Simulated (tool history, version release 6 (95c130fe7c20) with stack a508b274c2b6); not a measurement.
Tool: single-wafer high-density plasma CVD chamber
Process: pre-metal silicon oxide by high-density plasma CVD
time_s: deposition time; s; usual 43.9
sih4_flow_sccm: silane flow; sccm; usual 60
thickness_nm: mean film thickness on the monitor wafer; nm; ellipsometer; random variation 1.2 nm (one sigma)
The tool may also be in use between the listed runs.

| run | hour | time_s | sih4_flow_sccm | read-back reference wafer on the same gauge, thickness_nm | thickness_nm |
|---|---|---|---|---|---|
| 1 | 0 | 43.9 | 60 | 259.35 | 295.305 |
| 2 | 101 | 43.9 | 60 | 259.076 | 294.465 |
| 3 | 196.4 | 43.9 | 60 | 259.022 | 296.662 |
| 4 | 268.7 | 43.9 | 60 | 259.173 | 295.989 |
| 5 | 317.6 | 43.9 | 60 | 258.934 | 295.78 |
| 6 | 381.8 | 43.9 | 60 | 259.015 | 295.032 |
| 7 | 454.2 | 43.9 | 60 | 258.779 | 293.691 |
| 8 | 506.8 | 48.3 | 60 | 258.948 | 325.946 |
| 9 | 592.3 | 48.3 | 60 | 259.291 | 329.091 |
| 10 | 671.2 | 46.9 | 60 | 258.895 | 315.054 |
| 11 | 745.2 | 43.9 | 60 | 258.774 | 298.507 |
| 12 | 819.9 | 43.9 | 60 | 258.755 | 296.817 |
| 13 | 864.2 | 38.9 | 57 | 259.231 | 251.313 |
| 14 | 930.8 | 43.9 | 60 | 259.023 | 299.612 |
| 15 | 996.8 | 40.5 | 51 | 258.776 | 233.835 |
| 16 | 1101.3 | 40.6 | 67 | 259.119 | 306.986 |
|  | 1117.6 | gauge calibrated |
|  | 1270.1 | silane flow controller replaced |
| 17 | 1360.6 | 43.9 | 60 | 258.59 | 282.262 |
| 18 | 1428.3 | 50.1 | 69 | 258.952 | 373.735 |
| 19 | 1502.5 | 47.1 | 72 | 259.124 | 366.788 |
| 20 | 1577 | 35.8 | 66 | 258.981 | 253.649 |
| 21 | 1653.3 | 43.9 | 60 | 259.41 | 286.068 |
| 22 | 1718.3 | 49.5 | 60 | 258.732 | 321.741 |

5 ways to go on from here, each from the tool as it stands after run 22. What would each give?
| A | 1718.7 | 43.9 | 60 | ? | ? |
| B | 1718.7 | 36.6 | 64 | ? | ? |
| C | 1718.7 | 49.6 | 56 | ? | ? |
| D | 1718.7 | 49.7 | 54 | ? | ? |
| E | 1718.7 | 48.1 | 69 | ? | ? |

| run | read-back reference wafer on the same gauge, thickness_nm | thickness_nm |
|---|---|---|
| A | 259.135 | 284.629 |
| B | 259.135 | 253.119 |
| C | 259.135 | 300.147 |
| D | 259.135 | 290.011 |
| E | 259.135 | 358.639 |
Without the tool's hidden state the same runs would have given:
| run | thickness_nm |
|---|---|
| A | 281.066 |
| B | 249.951 |
| C | 296.389 |
| D | 286.38 |
| E | 354.15 |

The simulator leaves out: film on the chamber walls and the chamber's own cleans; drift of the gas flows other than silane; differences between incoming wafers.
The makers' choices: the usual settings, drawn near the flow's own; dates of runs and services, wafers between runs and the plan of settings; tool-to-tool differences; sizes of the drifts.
